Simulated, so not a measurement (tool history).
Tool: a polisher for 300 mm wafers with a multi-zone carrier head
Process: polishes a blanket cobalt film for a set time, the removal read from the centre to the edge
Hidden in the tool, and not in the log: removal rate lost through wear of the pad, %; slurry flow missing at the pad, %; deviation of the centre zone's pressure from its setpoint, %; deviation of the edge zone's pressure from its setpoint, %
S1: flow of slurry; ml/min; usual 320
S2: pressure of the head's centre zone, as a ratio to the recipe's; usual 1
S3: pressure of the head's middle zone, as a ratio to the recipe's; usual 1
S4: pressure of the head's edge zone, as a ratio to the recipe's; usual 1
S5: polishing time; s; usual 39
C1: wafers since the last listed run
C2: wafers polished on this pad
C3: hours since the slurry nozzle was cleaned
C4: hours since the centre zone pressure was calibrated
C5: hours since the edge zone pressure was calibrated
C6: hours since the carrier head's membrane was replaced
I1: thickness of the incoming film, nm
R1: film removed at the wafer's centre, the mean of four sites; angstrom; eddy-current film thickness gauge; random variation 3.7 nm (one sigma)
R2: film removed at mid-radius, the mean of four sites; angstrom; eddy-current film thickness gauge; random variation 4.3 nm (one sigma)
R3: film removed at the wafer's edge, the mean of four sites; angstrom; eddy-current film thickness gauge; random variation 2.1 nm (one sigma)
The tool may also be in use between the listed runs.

| run | hour | S1 | S2 | S3 | S4 | S5 | C1 | C2 | C3 | C4 | C5 | C6 | I1 | R1 | R2 | R3 |
|---|---|---|---|---|---|---|---|---|---|---|---|---|---|---|---|---|
| 1 | 0 | 320 | 1 | 1.07 | 1 | 39 | 0 | 18 | 64.2 | 57.6 | 1042.9 | 124.8 | 891.7 | 2977 | 3205 | 2853 |
| 2 | 146.4 | 320 | 1 | 1 | 1 | 39 | 1320 | 1338 | 210.6 | 204 | 1189.3 | 271.2 | 882.6 | 2969 | 2976 | 2888 |
| 3 | 198.3 | 320 | 1 | 1 | 1 | 39 | 468 | 1806 | 262.5 | 255.9 | 1241.2 | 323.1 | 890.1 | 2959 | 2919 | 2933 |
| 4 | 253.5 | 320 | 0.96 | 1 | 1 | 39 | 497 | 2304 | 317.7 | 311.1 | 1296.4 | 378.3 | 895 | 2848 | 3036 | 2911 |
| 5 | 282.9 | 320 | 1 | 1 | 1 | 39 | 265 | 2569 | 347.1 | 340.5 | 1325.8 | 407.7 | 877.2 | 2957 | 2937 | 2899 |
|  | 322.9 | centre zone pressure recalibrated |
|  | 325.4 | slurry nozzle cleaned |
| 6 | 346.3 | 320 | 1 | 0.96 | 1 | 39 | 544 | 3114 | 20.9 | 23.4 | 1389.2 | 471.1 | 883.7 | 2961 | 2851 | 2905 |
| 7 | 401.1 | 320 | 0.95 | 1.05 | 1 | 39 | 494 | 3608 | 75.7 | 78.2 | 1444 | 525.9 | 884.9 | 2812 | 3103 | 2895 |
|  | 427 | edge zone pressure recalibrated |
|  | 428.5 | worn pad replaced by a new one |
|  | 503.9 | carrier head's membrane replaced by a new one |
| 8 | 530.3 | 425 | 0.97 | 1 | 0.94 | 35 | 1089 | 873 | 204.9 | 207.4 | 103.3 | 26.4 | 894.2 | 2670 | 2726 | 2571 |
| 9 | 584.2 | 385 | 1.09 | 1 | 1.08 | 26 | 486 | 1359 | 258.8 | 261.3 | 157.2 | 80.3 | 889.6 | 2238 | 1976 | 2014 |
| 10 | 621.8 | 320 | 0.96 | 1 | 1.11 | 45 | 339 | 1698 | 296.4 | 298.9 | 194.8 | 117.9 | 903.5 | 3345 | 3498 | 3478 |
| 11 | 663.8 | 320 | 1.07 | 0.95 | 1 | 25 | 378 | 2077 | 338.4 | 340.9 | 236.8 | 159.9 | 905.4 | 2029 | 1776 | 1843 |
| 12 | 695.4 | 320 | 1.08 | 1 | 1.1 | 39 | 285 | 2362 | 370 | 372.5 | 268.4 | 191.5 | 893 | 3184 | 2938 | 3045 |
|  | 708.6 | slurry nozzle cleaned |
| 13 | 746.6 | 320 | 1 | 1.07 | 1 | 39 | 452 | 2815 | 38 | 423.7 | 319.6 | 242.7 | 894.7 | 2940 | 3130 | 2882 |
|  | 786.7 | centre zone pressure recalibrated |
|  | 814 | worn pad replaced by a new one |
| 14 | 814.5 | 320 | 0.9 | 1 | 1 | 39 | 558 | 4 | 105.9 | 27.8 | 387.5 | 310.6 | 888.2 | 2683 | 2959 | 2884 |
| 15 | 840.3 | 320 | 1 | 1 | 1 | 39 | 232 | 237 | 131.7 | 53.6 | 413.3 | 336.4 | 877.1 | 2966 | 3004 | 2885 |
| 16 | 883.1 | 320 | 1 | 1.03 | 1 | 30 | 386 | 623 | 174.5 | 96.4 | 456.1 | 379.2 | 899.1 | 2278 | 2344 | 2213 |
| 17 | 922.9 | 320 | 1 | 0.92 | 1 | 39 | 358 | 982 | 214.3 | 136.2 | 495.9 | 419 | 900.8 | 3032 | 2801 | 2905 |
| 18 | 993 | 285 | 1 | 0.93 | 0.92 | 39 | 632 | 1614 | 284.4 | 206.3 | 566 | 489.1 | 890.8 | 2901 | 2795 | 2760 |
|  | 1035.4 | slurry nozzle cleaned |
| 19 | 1045.6 | 320 | 1 | 1 | 1 | 39 | 465 | 2079 | 10.2 | 258.9 | 618.6 | 541.7 | 897.1 | 2984 | 2994 | 2874 |
| 20 | 1105.7 | 355 | 0.93 | 0.97 | 1 | 45 | 542 | 2621 | 70.3 | 319 | 678.7 | 601.8 | 881.8 | 3214 | 3391 | 3309 |
|  | 1155.5 | carrier head's membrane replaced by a new one |
| 21 | 1163.6 | 400 | 1 | 1 | 1 | 39 | 477 | 3099 | 128.2 | 376.9 | 736.6 | 8.1 | 898.3 | 3030 | 3027 | 2919 |

Forecast each of these 5 alternatives for the next run:
| A | 1164 | 320 | 1 | 1 | 1 | 39 | 3 | 3102 | 128.6 | 377.3 | 737 | 8.5 | 884.6 | ? | ? | ? |
| B | 1164 | 320 | 1 | 1 | 1.05 | 39 | 3 | 3102 | 128.6 | 377.3 | 737 | 8.5 | 884.6 | ? | ? | ? |
| C | 1164 | 320 | 1.08 | 1 | 1.08 | 47 | 3 | 3102 | 128.6 | 377.3 | 737 | 8.5 | 884.6 | ? | ? | ? |
| D | 1164 | 320 | 1 | 1 | 1 | 28 | 3 | 3102 | 128.6 | 377.3 | 737 | 8.5 | 884.6 | ? | ? | ? |
| E | 1164 | 250 | 1 | 1.07 | 1 | 43 | 3 | 3102 | 128.6 | 377.3 | 737 | 8.5 | 884.6 | ? | ? | ? |

| run | R1 | R2 | R3 |
|---|---|---|---|
| A | 2911 | 2967 | 2882 |
| B | 2911 | 2967 | 2952 |
| C | 3780 | 3574 | 3607 |
| D | 2090 | 2130 | 2069 |
| E | 3110 | 3366 | 3106 |
Without the tool's hidden state the same runs would have given:
| run | R1 | R2 | R3 |
|---|---|---|---|
| A | 2911 | 2967 | 2882 |
| B | 2911 | 2967 | 2952 |
| C | 3780 | 3574 | 3607 |
| D | 2090 | 2130 | 2069 |
| E | 3110 | 3366 | 3106 |
